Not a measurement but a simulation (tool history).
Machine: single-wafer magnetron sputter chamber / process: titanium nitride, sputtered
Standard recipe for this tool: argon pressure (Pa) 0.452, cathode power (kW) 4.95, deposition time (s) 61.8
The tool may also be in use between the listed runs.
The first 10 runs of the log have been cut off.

run	hour	argon pressure (Pa)	cathode power (kW)	deposition time (s)	read-back reference wafer on the same gauge, thickness_nm	mean film thickness on the monitor wafer (Å)
11	628.5	0.452	4.95	61.8	60.911	555.61
12	665.8	0.567	4.95	61.8	60.899	537.03
13	717	0.567	4.95	61.8	60.875	534.83
# hour 761.8: capacitance manometer re-zeroed and calibrated
14	763.2	0.452	4.95	61.8	60.847	561.57
15	804.7	0.452	4.95	61.8	60.927	563.67
# hour 820: gauge calibrated
# hour 836.4: sputter target and shields replaced
16	867.4	0.452	4.95	61.8	60.919	566.3
17	917.8	0.452	4.95	61.8	60.831	565.35
18	949.8	0.452	4.95	61.8	60.866	567.8
19	979.6	0.452	4.5	65.2	60.864	544.25
20	1019.3	0.29	5.6	55.6	60.899	606.38
# hour 1049.1: capacitance manometer re-zeroed and calibrated, repeated, since the last time left the tool worse
21	1076.7	0.452	5.35	68	60.91	646.69
22	1138.9	0.395	5.55	61.8	60.884	628.13
23	1185.8	0.338	4.35	61.8	60.848	502.4
# hour 1202.4: sputter target and shields replaced
24	1217.4	0.452	4.95	71.5	60.896	633.86
25	1261.3	0.553	5.35	49.7	60.887	457.89
26	1315.9	0.577	4.95	61.8	60.898	520.24
27	1375.7	0.452	4.95	61.8	60.927	543.79
28	1413.8	0.389	4	50.6	60.85	372.82
# hour 1525.1: sputter target and shields replaced
29	1525.6	0.338	4.35	61.8	60.902	499.92
30	1549.8	0.376	5.25	61.8	60.904	599
31	1613.3	0.543	6.05	56.1	60.893	587.4

Predict the results of run 32:
32	1667.5	0.452	4.95	61.8	?	?

Logged for run 32: read-back reference wafer on the same gauge, thickness_nm 60.912, mean film thickness on the monitor wafer (Å) 550.17.
If the tool had no hidden condition, the same run with the same run-to-run variation would have returned mean film thickness on the monitor wafer (Å) 549.9.

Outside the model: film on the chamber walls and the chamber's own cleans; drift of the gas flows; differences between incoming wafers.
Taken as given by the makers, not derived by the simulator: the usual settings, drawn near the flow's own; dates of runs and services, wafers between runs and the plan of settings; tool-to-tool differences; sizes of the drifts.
